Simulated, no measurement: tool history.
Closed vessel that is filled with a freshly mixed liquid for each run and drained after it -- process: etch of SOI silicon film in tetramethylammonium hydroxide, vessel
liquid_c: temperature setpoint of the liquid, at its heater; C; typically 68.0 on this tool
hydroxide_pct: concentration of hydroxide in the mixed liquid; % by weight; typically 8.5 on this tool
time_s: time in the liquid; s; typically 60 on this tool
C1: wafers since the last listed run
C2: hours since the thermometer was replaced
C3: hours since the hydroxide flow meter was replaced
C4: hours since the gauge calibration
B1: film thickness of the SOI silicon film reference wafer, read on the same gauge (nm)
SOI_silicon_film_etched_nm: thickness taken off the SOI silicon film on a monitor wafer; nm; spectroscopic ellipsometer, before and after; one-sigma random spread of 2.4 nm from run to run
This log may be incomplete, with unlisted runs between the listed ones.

{"run": 1, "day": 0.0, "liquid_c": 68.0, "hydroxide_pct": 9.0, "time_s": 60, "C1": 0, "C2": 2121.9, "C3": 206.3, "C4": 653.8, "B1": 124.31, "SOI_silicon_film_etched_nm": 366.36}
{"run": 2, "day": 0.538, "liquid_c": 68.0, "hydroxide_pct": 9.0, "time_s": 60, "C1": 1421, "C2": 2134.8, "C3": 219.2, "C4": 666.7, "B1": 124.26, "SOI_silicon_film_etched_nm": 360.99}
{"run": 3, "day": 1.425, "liquid_c": 68.0, "hydroxide_pct": 8.5, "time_s": 60, "C1": 2346, "C2": 2156.1, "C3": 240.5, "C4": 688.0, "B1": 124.17, "SOI_silicon_film_etched_nm": 373.65}
{"run": 4, "day": 2.725, "liquid_c": 68.0, "hydroxide_pct": 8.5, "time_s": 60, "C1": 3437, "C2": 2187.3, "C3": 271.7, "C4": 719.2, "B1": 124.05, "SOI_silicon_film_etched_nm": 371.84}
{"run": 5, "day": 3.583, "liquid_c": 68.0, "hydroxide_pct": 8.5, "time_s": 60, "C1": 2269, "C2": 2207.9, "C3": 292.3, "C4": 739.8, "B1": 124.05, "SOI_silicon_film_etched_nm": 368.3}
{"run": 6, "day": 5.0, "liquid_c": 68.0, "hydroxide_pct": 8.5, "time_s": 75, "C1": 3745, "C2": 2241.9, "C3": 326.3, "C4": 773.8, "B1": 123.92, "SOI_silicon_film_etched_nm": 462.34}
{"run": 7, "day": 6.046, "liquid_c": 68.0, "hydroxide_pct": 8.5, "time_s": 75, "C1": 2765, "C2": 2267.0, "C3": 351.4, "C4": 798.9, "B1": 123.85, "SOI_silicon_film_etched_nm": 462.14}
{"run": 8, "day": 6.842, "liquid_c": 68.0, "hydroxide_pct": 8.5, "time_s": 60, "C1": 2104, "C2": 2286.1, "C3": 370.5, "C4": 818.0, "B1": 123.85, "SOI_silicon_film_etched_nm": 374.17}
{"run": 9, "day": 7.608, "liquid_c": 68.0, "hydroxide_pct": 8.5, "time_s": 60, "C1": 2027, "C2": 2304.5, "C3": 388.9, "C4": 836.4, "B1": 123.77, "SOI_silicon_film_etched_nm": 372.8}
{"run": 10, "day": 8.512, "liquid_c": 68.0, "hydroxide_pct": 8.5, "time_s": 60, "C1": 2390, "C2": 2326.2, "C3": 410.6, "C4": 858.1, "B1": 123.68, "SOI_silicon_film_etched_nm": 368.67}
{"day": 9.312, "done": "thermometer replaced"}
{"run": 11, "day": 11.333, "liquid_c": 68.0, "hydroxide_pct": 8.5, "time_s": 60, "C1": 7348, "C2": 48.5, "C3": 478.3, "C4": 925.8, "B1": 123.63, "SOI_silicon_film_etched_nm": 365.5}
{"run": 12, "day": 11.933, "liquid_c": 68.0, "hydroxide_pct": 8.5, "time_s": 60, "C1": 1586, "C2": 62.9, "C3": 492.7, "C4": 940.2, "B1": 123.59, "SOI_silicon_film_etched_nm": 370.79}
{"run": 13, "day": 12.879, "liquid_c": 68.0, "hydroxide_pct": 8.5, "time_s": 60, "C1": 2500, "C2": 85.6, "C3": 515.4, "C4": 962.9, "B1": 123.57, "SOI_silicon_film_etched_nm": 372.16}
{"run": 14, "day": 13.633, "liquid_c": 68.0, "hydroxide_pct": 8.5, "time_s": 85, "C1": 1994, "C2": 103.7, "C3": 533.5, "C4": 981.0, "B1": 123.54, "SOI_silicon_film_etched_nm": 519.81}
{"run": 15, "day": 14.679, "liquid_c": 65.0, "hydroxide_pct": 7.5, "time_s": 85, "C1": 2765, "C2": 128.8, "C3": 558.6, "C4": 1006.1, "B1": 123.49, "SOI_silicon_film_etched_nm": 453.91}
{"run": 16, "day": 16.067, "liquid_c": 68.0, "hydroxide_pct": 6.5, "time_s": 80, "C1": 3668, "C2": 162.1, "C3": 591.9, "C4": 1039.4, "B1": 123.45, "SOI_silicon_film_etched_nm": 532.76}
{"run": 17, "day": 17.088, "liquid_c": 68.0, "hydroxide_pct": 8.5, "time_s": 60, "C1": 2699, "C2": 186.6, "C3": 616.4, "C4": 1063.9, "B1": 123.38, "SOI_silicon_film_etched_nm": 364.54}
{"run": 18, "day": 18.008, "liquid_c": 68.0, "hydroxide_pct": 8.5, "time_s": 60, "C1": 2434, "C2": 208.7, "C3": 638.5, "C4": 1086.0, "B1": 123.35, "SOI_silicon_film_etched_nm": 372.61}
{"run": 19, "day": 19.338, "liquid_c": 68.0, "hydroxide_pct": 8.0, "time_s": 60, "C1": 3514, "C2": 240.6, "C3": 670.4, "C4": 1117.9, "B1": 123.33, "SOI_silicon_film_etched_nm": 377.52}
{"run": 20, "day": 20.038, "liquid_c": 73.5, "hydroxide_pct": 10.0, "time_s": 30, "C1": 1850, "C2": 257.4, "C3": 687.2, "C4": 1134.7, "B1": 123.31, "SOI_silicon_film_etched_nm": 237.94}
{"run": 21, "day": 21.075, "liquid_c": 68.0, "hydroxide_pct": 8.5, "time_s": 70, "C1": 2743, "C2": 282.3, "C3": 712.1, "C4": 1159.6, "B1": 123.3, "SOI_silicon_film_etched_nm": 429.88}
{"day": 21.492, "done": "hydroxide flow meter replaced"}
{"run": 22, "day": 22.362, "liquid_c": 68.0, "hydroxide_pct": 8.5, "time_s": 60, "C1": 3294, "C2": 313.2, "C3": 20.9, "C4": 1190.5, "B1": 123.25, "SOI_silicon_film_etched_nm": 365.02}
{"run": 23, "day": 23.842, "liquid_c": 75.0, "hydroxide_pct": 7.5, "time_s": 70, "C1": 3911, "C2": 348.7, "C3": 56.4, "C4": 1226.0, "B1": 123.24, "SOI_silicon_film_etched_nm": 671.58}
{"day": 23.908, "done": "gauge calibrated"}
{"run": 24, "day": 24.771, "liquid_c": 68.0, "hydroxide_pct": 10.0, "time_s": 75, "C1": 2456, "C2": 371.0, "C3": 78.7, "C4": 20.7, "B1": 129.26, "SOI_silicon_film_etched_nm": 454.5}
{"run": 25, "day": 26.108, "liquid_c": 73.0, "hydroxide_pct": 8.5, "time_s": 60, "C1": 3536, "C2": 403.1, "C3": 110.8, "C4": 52.8, "B1": 128.79, "SOI_silicon_film_etched_nm": 517.88}
{"run": 26, "day": 27.071, "liquid_c": 63.5, "hydroxide_pct": 7.5, "time_s": 70, "C1": 2544, "C2": 426.2, "C3": 133.9, "C4": 75.9, "B1": 128.45, "SOI_silicon_film_etched_nm": 354.6}
{"run": 27, "day": 29.333, "liquid_c": 73.5, "hydroxide_pct": 7.5, "time_s": 60, "C1": 5982, "C2": 480.5, "C3": 188.2, "C4": 130.2, "B1": 127.77, "SOI_silicon_film_etched_nm": 542.45}
{"run": 28, "day": 30.196, "liquid_c": 75.0, "hydroxide_pct": 8.5, "time_s": 60, "C1": 2280, "C2": 501.2, "C3": 208.9, "C4": 150.9, "B1": 127.51, "SOI_silicon_film_etched_nm": 580.6}
{"run": 29, "day": 31.517, "liquid_c": 68.0, "hydroxide_pct": 8.0, "time_s": 60, "C1": 3492, "C2": 532.9, "C3": 240.6, "C4": 182.6, "B1": 127.14, "SOI_silicon_film_etched_nm": 383.06}
{"run": 30, "day": 32.162, "liquid_c": 71.0, "hydroxide_pct": 10.0, "time_s": 40, "C1": 1707, "C2": 548.4, "C3": 256.1, "C4": 198.1, "B1": 127.04, "SOI_silicon_film_etched_nm": 284.59}
{"run": 31, "day": 33.383, "liquid_c": 64.0, "hydroxide_pct": 7.0, "time_s": 60, "C1": 3227, "C2": 577.7, "C3": 285.4, "C4": 227.4, "B1": 126.67, "SOI_silicon_film_etched_nm": 319.37}
{"run": 32, "day": 34.146, "liquid_c": 68.0, "hydroxide_pct": 7.5, "time_s": 85, "C1": 2016, "C2": 596.0, "C3": 303.7, "C4": 245.7, "B1": 126.56, "SOI_silicon_film_etched_nm": 562.52}
{"run": 33, "day": 34.679, "liquid_c": 62.0, "hydroxide_pct": 10.0, "time_s": 45, "C1": 1410, "C2": 608.8, "C3": 316.5, "C4": 258.5, "B1": 126.46, "SOI_silicon_film_etched_nm": 186.95}
{"run": 34, "day": 35.217, "liquid_c": 64.5, "hydroxide_pct": 8.5, "time_s": 80, "C1": 1421, "C2": 621.7, "C3": 329.4, "C4": 271.4, "B1": 126.33, "SOI_silicon_film_etched_nm": 409.75}
{"run": 35, "day": 36.108, "liquid_c": 70.5, "hydroxide_pct": 7.5, "time_s": 60, "C1": 2357, "C2": 643.1, "C3": 350.8, "C4": 292.8, "B1": 126.15, "SOI_silicon_film_etched_nm": 450.0}

Predict each of these 3 candidate next runs independently; none follows another, all start after run 35:
{"run": "A", "day": 36.138, "liquid_c": 71.5, "hydroxide_pct": 8.5, "time_s": 60, "C1": 77, "C2": 643.8, "C3": 351.5, "C4": 293.5, "B1": "?", "SOI_silicon_film_etched_nm": "?"}
{"run": "B", "day": 36.138, "liquid_c": 68.0, "hydroxide_pct": 7.0, "time_s": 60, "C1": 77, "C2": 643.8, "C3": 351.5, "C4": 293.5, "B1": "?", "SOI_silicon_film_etched_nm": "?"}
{"run": "C", "day": 36.138, "liquid_c": 68.0, "hydroxide_pct": 10.5, "time_s": 90, "C1": 77, "C2": 643.8, "C3": 351.5, "C4": 293.5, "B1": "?", "SOI_silicon_film_etched_nm": "?"}

run=A B1=126.12 SOI_silicon_film_etched_nm=463.42
run=B B1=126.12 SOI_silicon_film_etched_nm=399.66
run=C B1=126.12 SOI_silicon_film_etched_nm=523.78
What these runs would have given with no unlogged condition in the tool:
run=A SOI_silicon_film_etched_nm=477.65
run=B SOI_silicon_film_etched_nm=411.93
run=C SOI_silicon_film_etched_nm=539.86
